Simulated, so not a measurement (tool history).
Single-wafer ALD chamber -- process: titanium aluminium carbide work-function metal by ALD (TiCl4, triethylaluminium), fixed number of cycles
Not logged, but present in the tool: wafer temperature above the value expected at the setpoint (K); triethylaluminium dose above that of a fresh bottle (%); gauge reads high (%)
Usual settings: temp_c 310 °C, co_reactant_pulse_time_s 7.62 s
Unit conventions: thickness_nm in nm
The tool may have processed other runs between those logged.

run    hour  temp_c  co_reactant_pulse_time_s  wafers since the last listed run  hours since the last thermocouple change  hours since the last triethylaluminium bottle change  hours since the showerhead was replaced  hours since the gauge calibration  read-back reference wafer on the same gauge, thickness_nm  thickness_nm
  1     0.0     310                      6.35                                 0                                     302.7                                                 209.8                                   2333.4                              674.1                                                      2.680         2.152
  2    27.0     310                      6.35                               222                                     329.7                                                 236.8                                   2360.4                              701.1                                                      2.680         2.154
  3    63.6     310                      6.35                               300                                     366.3                                                 273.4                                   2397.0                              737.7                                                      2.681         2.149
  4   115.0     310                      7.62                               422                                     417.7                                                 324.8                                   2448.4                              789.1                                                      2.681         2.246
  5   152.1     310                      7.62                               305                                     454.8                                                 361.9                                   2485.5                              826.2                                                      2.680         2.243
  6   202.9     310                      7.62                               417                                     505.6                                                 412.7                                   2536.3                              877.0                                                      2.681         2.227
  7   258.0     310                      7.62                               453                                     560.7                                                 467.8                                   2591.4                              932.1                                                      2.680         2.242
  8   376.5     310                      7.62                               974                                     679.2                                                 586.3                                   2709.9                             1050.6                                                      2.680         2.241
  9   415.5     310                      6.90                               320                                     718.2                                                 625.3                                   2748.9                             1089.6                                                      2.679         2.192
 10   449.1     318                      7.62                               276                                     751.8                                                 658.9                                   2782.5                             1123.2                                                      2.680         2.313
 11   510.7     318                      7.62                               506                                     813.4                                                 720.5                                   2844.1                             1184.8                                                      2.680         2.310
 12   539.2     306                      7.62                               234                                     841.9                                                 749.0                                   2872.6                             1213.3                                                      2.679         2.203
 13   610.2     306                      7.62                               583                                     912.9                                                 820.0                                   2943.6                             1284.3                                                      2.680         2.204
      618.2  -- gauge calibrated
 14   742.0     310                      7.62                              1083                                    1044.7                                                 951.8                                   3075.4                              123.8                                                      2.679         2.246
 15   781.8     310                      7.62                               327                                    1084.5                                                 991.6                                   3115.2                              163.6                                                      2.679         2.228
 16   850.4     310                     10.11                               564                                    1153.1                                                1060.2                                   3183.8                              232.2                                                      2.680         2.335
 17   874.7     310                      9.03                               199                                    1177.4                                                1084.5                                   3208.1                              256.5                                                      2.680         2.313
      898.9  -- showerhead replaced
 18   923.6     301                      6.42                               336                                    1226.3                                                1133.4                                     24.7                              305.4                                                      2.680         2.079
 19   988.3     310                      7.62                               532                                    1291.0                                                1198.1                                     89.4                              370.1                                                      2.679         2.239
 20  1033.5     310                      6.90                               371                                    1336.2                                                1243.3                                    134.6                              415.3                                                      2.679         2.194
     1046.4  -- thermocouple changed; heater temperature recalibrated
     1095.4  -- triethylaluminium bottle replaced
 21  1095.9     310                      5.26                               381                                      49.5                                                   0.5                                    197.0                              477.7                                                      2.681         2.038
 22  1134.4     310                      7.62                               316                                      88.0                                                  39.0                                    235.5                              516.2                                                      2.680         2.248
 23  1201.4     306                     10.41                               551                                     155.0                                                 106.0                                    302.5                              583.2                                                      2.680         2.311
 24  1267.5     320                      6.15                               543                                     221.1                                                 172.1                                    368.6                              649.3                                                      2.679         2.216
 25  1314.9     310                      5.66                               389                                     268.5                                                 219.5                                    416.0                              696.7                                                      2.681         2.081
 26  1340.1     322                      4.70                               207                                     293.7                                                 244.7                                    441.2                              721.9                                                      2.681         2.061
 27  1407.2     300                      7.62                               551                                     360.8                                                 311.8                                    508.3                              789.0                                                      2.679         2.143
 28  1474.8     310                      6.90                               555                                     428.4                                                 379.4                                    575.9                              856.6                                                      2.680         2.191
 29  1529.1     310                      7.62                               446                                     482.7                                                 433.7                                    630.2                              910.9                                                      2.680         2.237
 30  1555.2     310                      7.62                               214                                     508.8                                                 459.8                                    656.3                              937.0                                                      2.679         2.241
 31  1603.3     297                     10.48                               395                                     556.9                                                 507.9                                    704.4                              985.1                                                      2.680         2.217
 32  1645.1     310                      7.62                               343                                     598.7                                                 549.7                                    746.2                             1026.9                                                      2.681         2.235
 33  1669.4     302                      4.76                               199                                     623.0                                                 574.0                                    770.5                             1051.2                                                      2.680         1.902
 34  1699.5     310                      7.62                               247                                     653.1                                                 604.1                                    800.6                             1081.3                                                      2.680         2.246

List, for all runs, the conditions of the tool that the log does not record:
wafer temperature above the value expected at the setpoint (K): 0 on each run
triethylaluminium dose above that of a fresh bottle (%): 0 on each run
gauge reads high (%): 0 on each run
